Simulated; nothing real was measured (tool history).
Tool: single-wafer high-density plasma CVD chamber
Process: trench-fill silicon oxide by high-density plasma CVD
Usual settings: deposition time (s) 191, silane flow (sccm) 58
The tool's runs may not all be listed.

run,hour,deposition time (s),silane flow (sccm),"read-back reference wafer on the same gauge, thickness_nm",mean film thickness on the monitor wafer (angstrom)
1,0,191,58,979.371,11190.56
2,17.8,191,58,979.823,11184.87
3,35.6,191,58,980.049,11211.07
4,44.1,191,58,980.486,11212.16
5,60,191,58,979.799,11204.59
# hour 67.9: gauge calibrated
6,73.4,211,58,980.016,12367.44
# hour 90.4: silane flow controller replaced
7,90.7,211,58,979.274,12395.01
8,107.6,211,58,980.275,12394.2
9,118.1,191,69,979.805,13306.82
10,126.5,228,64,980.331,14765.18
11,134.6,214,61,979.905,13200.07
12,146.4,205,53,979.558,10974.2
13,159.9,191,58,979.939,11209.09
14,165.9,222,54,979.725,12121.59
15,175.3,205,58,980.269,12002.84
# hour 182: gauge calibrated
16,192.6,191,58,979.604,11198.41

4 ways to go on from here, each from the tool as it stands after run 16. What would each give?
A,193.1,161,58,?,?
B,193.1,201,63,?,?
C,193.1,203,54,?,?
D,193.1,203,52,?,?

run,"read-back reference wafer on the same gauge, thickness_nm",mean film thickness on the monitor wafer (angstrom)
A,979.27,9436.3
B,979.27,12796.3
C,979.27,11077.39
D,979.27,10667.12
Without the tool's hidden state the same runs would have given:
run,mean film thickness on the monitor wafer (angstrom)
A,9436.3
B,12796.3
C,11077.39
D,10667.12
